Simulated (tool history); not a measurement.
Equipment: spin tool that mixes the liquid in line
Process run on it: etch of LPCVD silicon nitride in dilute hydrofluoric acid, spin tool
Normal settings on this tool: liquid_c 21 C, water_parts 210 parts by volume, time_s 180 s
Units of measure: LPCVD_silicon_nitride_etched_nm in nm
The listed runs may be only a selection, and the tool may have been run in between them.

run,hour,liquid_c,water_parts,time_s,wafers since the last listed run,hours since the thermometer was replaced,hours since the hydrofluoric acid flow meter was replaced,hours since the gauge calibration,"read-back film thickness of the LPCVD silicon nitride reference wafer, read on the same gauge (nm)",LPCVD_silicon_nitride_etched_nm
1,0,19.5,185,180,0,2717.2,1444.2,77.4,149.962,0.369
2,35.5,19.5,185,180,341,2752.7,1479.7,112.9,149.996,0.341
3,46.5,21,210,180,105,2763.7,1490.7,123.9,149.993,0.334
4,88.8,21,210,180,407,2806,1533,166.2,149.994,0.367
5,100.7,21,210,180,114,2817.9,1544.9,178.1,150.001,0.391
6,111.1,25,210,180,100,2828.3,1555.3,188.5,149.989,0.472
# hour 157: hydrofluoric acid flow meter replaced
7,158.1,25,210,180,442,2875.3,1.1,235.5,149.999,0.462
8,172.9,25,210,180,142,2890.1,15.9,250.3,149.999,0.455
9,186.8,21,210,180,133,2904,29.8,264.2,149.995,0.353
10,196.8,21,185,180,96,2914,39.8,274.2,149.987,0.424
11,208.7,18,210,150,114,2925.9,51.7,286.1,150.013,0.244
12,214.7,18,210,150,57,2931.9,57.7,292.1,149.989,0.224
# hour 219.8: gauge calibrated
13,227.3,21,210,180,121,2944.5,70.3,7.5,150.024,0.321
14,239.4,21,210,180,116,2956.6,82.4,19.6,149.988,0.372
15,255,23.5,165,180,150,2972.2,98,35.2,149.966,0.575
16,271.7,17.5,210,180,160,2988.9,114.7,51.9,150,0.313
17,280.9,21,120,250,88,2998.1,123.9,61.1,150.008,0.794
18,292.1,25,130,100,107,3009.3,135.1,72.3,149.989,0.425
19,306,17,210,180,133,3023.2,149,86.2,150.01,0.285
20,323.5,17,260,225,168,3040.7,166.5,103.7,150,0.299
# hour 332.9: thermometer replaced
21,336,21,210,180,110,3.1,179,116.2,150,0.38
22,360.2,21,210,180,232,27.3,203.2,140.4,150.037,0.378
23,371.5,21,210,180,108,38.6,214.5,151.7,150.007,0.364
24,382.5,19.5,275,180,105,49.6,225.5,162.7,150.009,0.244
25,399,21,210,180,158,66.1,242,179.2,149.973,0.357
26,405.9,24,145,105,66,73,248.9,186.1,149.988,0.413
27,414.6,24.5,210,145,83,81.7,257.6,194.8,150.017,0.376
28,422.4,23,280,255,75,89.5,265.4,202.6,150.021,0.442
29,438.1,19.5,275,180,151,105.2,281.1,218.3,150.004,0.266
30,445.5,25.5,145,125,71,112.6,288.5,225.7,149.995,0.499
31,462.6,25.5,280,215,164,129.7,305.6,242.8,150.003,0.45
32,474.4,21,210,180,113,141.5,317.4,254.6,149.996,0.382

Consider 5 possible next runs. They are alternatives, not a sequence: every one starts from the tool as it was left by run 32. What does each give?
A,474.9,21,180,180,4,142,317.9,255.1,?,?
B,474.9,22.5,315,180,4,142,317.9,255.1,?,?
C,474.9,21,130,180,4,142,317.9,255.1,?,?
D,474.9,17,210,270,4,142,317.9,255.1,?,?
E,474.9,18,290,270,4,142,317.9,255.1,?,?

run,"read-back film thickness of the LPCVD silicon nitride reference wafer, read on the same gauge (nm)",LPCVD_silicon_nitride_etched_nm
A,149.999,0.421
B,149.999,0.268
C,149.999,0.578
D,149.999,0.417
E,149.999,0.327
The same runs, with their run-to-run variation unchanged, on a tool lacking any hidden condition would have given:
run,LPCVD_silicon_nitride_etched_nm
A,0.421
B,0.268
C,0.578
D,0.417
E,0.327
